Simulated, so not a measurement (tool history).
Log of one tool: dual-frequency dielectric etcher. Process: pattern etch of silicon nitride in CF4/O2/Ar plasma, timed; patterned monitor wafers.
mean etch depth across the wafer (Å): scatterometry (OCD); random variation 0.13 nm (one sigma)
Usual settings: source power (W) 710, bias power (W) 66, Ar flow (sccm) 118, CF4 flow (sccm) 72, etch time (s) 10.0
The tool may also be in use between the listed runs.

run   hour  source power (W)  bias power (W)  Ar flow (sccm)  CF4 flow (sccm)  etch time (s)  read-back reference wafer on the same gauge, depth_nm  mean etch depth across the wafer (Å)
  1    0.0               710              66             118               83           10.0                                                  23.79                                 276.1
  2    6.2               710              66             118               72           10.0                                                  23.84                                 271.5
  3   21.1               710              66             118               72           10.0                                                  23.85                                 273.1
  4   41.3               710              66             118               72           10.0                                                  23.81                                 269.8
  5   55.7               710              66             118               72           10.0                                                  23.81                                 270.8
  6   63.0               710              66             118               72           10.0                                                  23.81                                 269.7
      83.0  -- bias power generator calibrated
  7   83.5               710              66             118               72           10.0                                                  23.78                                 270.3
  8   95.6               710              69             118               72           10.0                                                  23.80                                 275.4
  9  104.0               710              69             118               72           10.0                                                  23.78                                 274.4
     114.4  -- gauge calibrated
     114.6  -- source power generator calibrated
 10  115.1               710              69             118               72           10.0                                                  23.78                                 270.4
 11  130.9               710              77             118               72           10.0                                                  23.80                                 281.0
     152.4  -- CF4 flow controller replaced
     157.4  -- wet clean of the chamber
     168.1  -- upper electrode replaced
 12  168.6               710              66             133               77            7.0                                                  23.77                                 198.7
 13  168.9               710              52             147               72           10.0                                                  23.83                                 261.3
 14  171.9               710              66             133               77            7.0                                                  23.83                                 196.3
     184.1  -- Ar flow controller replaced
 15  186.3               710              66             118               72           10.0                                                  23.80                                 287.4
 16  195.2               710              66              93               58           12.5                                                  23.79                                 358.0
 17  206.6               710              66             118               72            7.0                                                  23.81                                 198.3
 18  224.2               880              66             118               72           10.0                                                  23.81                                 336.9
 19  231.8               560              66             118               72           10.0                                                  23.78                                 237.1
 20  238.9               650              75             118               72           11.5                                                  23.77                                 313.6

5 ways to go on from here, each from the tool as it stands after run 20. What would each give?
  A  239.3               710              66             118               63           10.0                                                      ?                                     ?
  B  239.3               710              53             107               72           10.0                                                      ?                                     ?
  C  239.3               540              73             118               56           11.0                                                      ?                                     ?
  D  239.3               710              66             134               72            9.0                                                      ?                                     ?
  E  239.3               710              66             118               72           13.0                                                      ?                                     ?

run  read-back reference wafer on the same gauge, depth_nm  mean etch depth across the wafer (Å)
  A                                                  23.79                                 279.2
  B                                                  23.79                                 270.7
  C                                                  23.79                                 252.2
  D                                                  23.79                                 250.3
  E                                                  23.79                                 367.8
Without the tool's hidden state the same runs would have given:
run  mean etch depth across the wafer (Å)
  A                                 281.5
  B                                 273.0
  C                                 254.3
  D                                 252.4
  E                                 370.9
